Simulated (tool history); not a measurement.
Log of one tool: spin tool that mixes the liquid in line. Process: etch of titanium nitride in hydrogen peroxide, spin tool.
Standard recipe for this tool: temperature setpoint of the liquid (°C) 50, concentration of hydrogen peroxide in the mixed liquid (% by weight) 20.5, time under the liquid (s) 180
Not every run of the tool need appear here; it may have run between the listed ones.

run	hour	temperature setpoint of the liquid (°C)	concentration of hydrogen peroxide in the mixed liquid (% by weight)	time under the liquid (s)	wafers since the last listed run	hours since the thermometer was replaced	hours since the peroxide flow meter was replaced	hours since the heated supply line was repaired	hours since the drum of peroxide was connected	hours since the gauge calibration	read-back film thickness of the titanium nitride reference wafer, read on the same gauge (nm)	thickness taken off the titanium nitride on a monitor wafer (nm)
1	0	50	20.5	180	0	133.6	629.9	2851	560.4	349.6	119.973	4.759
2	76.3	50	20.5	180	553	209.9	706.2	2927.3	636.7	425.9	120.037	4.761
3	172.1	50	20.5	180	695	305.7	802	3023.1	732.5	521.7	120.013	4.784
4	250	50	20.5	95	565	383.6	879.9	3101	810.4	599.6	119.958	2.509
5	331.6	50	20.5	95	592	465.2	961.5	3182.6	892	681.2	119.945	2.495
6	378.9	50	18.5	180	343	512.5	1008.8	3229.9	939.3	728.5	120.044	4.638
7	461.4	50	18.5	180	598	595	1091.3	3312.4	1021.8	811	120.025	4.582
# hour 535: peroxide flow meter replaced
8	558	50	18.5	180	693	691.6	23	3409	1118.4	907.6	119.987	4.775
9	614	50	20.5	180	406	747.6	79	3465	1174.4	963.6	120.011	4.877
# hour 631.9: thermometer replaced
10	704.4	58.5	23	90	648	72.5	169.4	3555.4	1264.8	1054	120.037	4.527
# hour 738.3: heated supply line repaired
# hour 764.6: new drum of peroxide connected
11	810.6	50	20.5	180	756	178.7	275.6	72.3	46	1160.2	119.991	4.749
12	897.9	50	20.5	180	633	266	362.9	159.6	133.3	1247.5	119.933	4.777
# hour 937.5: gauge calibrated
13	972.2	55	18.5	265	539	340.3	437.2	233.9	207.6	34.7	120.03	9.73
14	1012.4	58.5	23	90	291	380.5	477.4	274.1	247.8	74.9	119.975	4.486
15	1102	50	19	140	650	470.1	567	363.7	337.4	164.5	119.999	3.65
16	1159.7	43	22.5	140	418	527.8	624.7	421.4	395.1	222.2	119.971	2.238
17	1224.6	50	20.5	95	471	592.7	689.6	486.3	460	287.1	120.038	2.516
18	1277.4	50	26.5	225	383	645.5	742.4	539.1	512.8	339.9	120.041	6.241
19	1464.3	47.5	23.5	150	1356	832.4	929.3	726	699.7	526.8	119.983	3.359

Describe how what the log doesn't record of the tool's condition differs between the last listed run preceding each entry between runs and the first listed run following it.
After run 7, before run 8: peroxide flow meter replaced (hour 535)
  peroxide flow below the setpoint (%): 12.6 -> 1.73
  measured minus no-state result, thickness taken off the titanium nitride on a monitor wafer (nm): -0.132 -> -0.017
After run 9, before run 10: thermometer replaced (hour 631.9)
  peroxide flow below the setpoint (%): 2.35 -> 3.36
  measured minus no-state result, thickness taken off the titanium nitride on a monitor wafer (nm): -0.025 -> -0.033
After run 10, before run 11: heated supply line repaired (hour 738.3); new drum of peroxide connected (hour 764.6)
  peroxide flow below the setpoint (%): 3.36 -> 4.55
  measured minus no-state result, thickness taken off the titanium nitride on a monitor wafer (nm): -0.033 -> -0.047
After run 12, before run 13: gauge calibrated (hour 937.5)
  peroxide flow below the setpoint (%): 5.52 -> 6.35
  measured minus no-state result, thickness taken off the titanium nitride on a monitor wafer (nm): -0.059 -> -0.137

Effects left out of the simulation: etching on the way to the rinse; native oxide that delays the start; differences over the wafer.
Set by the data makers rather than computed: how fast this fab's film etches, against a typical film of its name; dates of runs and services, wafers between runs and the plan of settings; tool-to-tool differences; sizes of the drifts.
